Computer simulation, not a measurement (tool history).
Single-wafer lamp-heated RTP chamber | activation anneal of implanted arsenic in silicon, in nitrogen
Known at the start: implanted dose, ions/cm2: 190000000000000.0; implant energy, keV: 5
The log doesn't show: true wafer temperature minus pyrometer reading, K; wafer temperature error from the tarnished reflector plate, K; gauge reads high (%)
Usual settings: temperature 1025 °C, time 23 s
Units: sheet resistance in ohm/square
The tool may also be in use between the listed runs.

run,hour,temperature,time,wafers since the last listed run,wafers since the last pyrometer calibration,wafers since the reflector plate was cleaned,hours since the gauge calibration,"read-back reference wafer on the same gauge, sheet resistance",sheet resistance
1,0.0,1025,19,0,2265,14854,495.0,504.98,477.22
# hour 2.0: reflector plate cleaned
2,75.2,1005,17,775,3040,775,570.2,505.25,489.70
3,116.0,1025,23,432,3472,1207,611.0,505.11,474.67
4,187.1,1025,23,752,4225,1960,682.1,504.42,473.79
5,323.3,1025,23,1442,5668,3402,818.3,505.05,470.42
6,397.3,1025,13,783,6451,4186,892.3,505.08,485.91
7,444.2,1025,13,496,6948,4683,939.2,504.75,484.65
8,483.1,1025,13,411,7360,5095,978.1,504.47,483.64
9,566.7,1025,23,885,8245,5980,1061.7,505.32,469.88
10,657.1,1025,23,957,9203,6937,1152.1,504.62,469.76
# hour 677.8: pyrometer window cleaned and pyrometer calibrated
11,761.2,1025,36,1017,883,7955,1256.2,505.47,459.64
12,811.9,1025,23,536,1420,8492,1306.9,504.60,470.89
13,879.9,1025,23,720,2140,9212,1374.9,505.08,470.65
14,970.3,1025,10,957,3097,10170,1465.3,505.22,490.25
# hour 1030.0: gauge calibrated
15,1040.6,1025,27,744,3842,10914,10.6,504.70,466.93
16,1093.2,1006,14,557,4399,11471,63.2,505.73,491.57
# hour 1120.6: reflector plate cleaned
17,1153.8,998,19,557,4956,351,123.8,504.55,492.06
18,1224.3,1003,23,746,5702,1098,194.3,505.21,485.98
19,1329.0,1051,23,1108,6811,2207,299.0,504.82,457.98
# hour 1373.4: pyrometer window cleaned and pyrometer calibrated
20,1410.5,1014,36,778,393,2985,380.5,504.59,468.42
21,1512.2,1010,35,1077,1470,4062,482.2,504.99,472.16

5 ways to go on from here, each from the tool as it stands after run 21. What would each give?
A,1512.6,1025,16,4,1474,4066,482.6,?,?
B,1512.6,1034,23,4,1474,4066,482.6,?,?
C,1512.6,1025,15,4,1474,4066,482.6,?,?
D,1512.6,1001,32,4,1474,4066,482.6,?,?
E,1512.6,1039,23,4,1474,4066,482.6,?,?

run,"read-back reference wafer on the same gauge, sheet resistance",sheet resistance
A,504.88,480.75
B,504.88,467.21
C,504.88,482.15
D,504.88,478.15
E,504.88,464.27
Without the tool's hidden state the same runs would have given:
run,sheet resistance
A,483.60
B,470.44
C,484.94
D,481.24
E,467.56
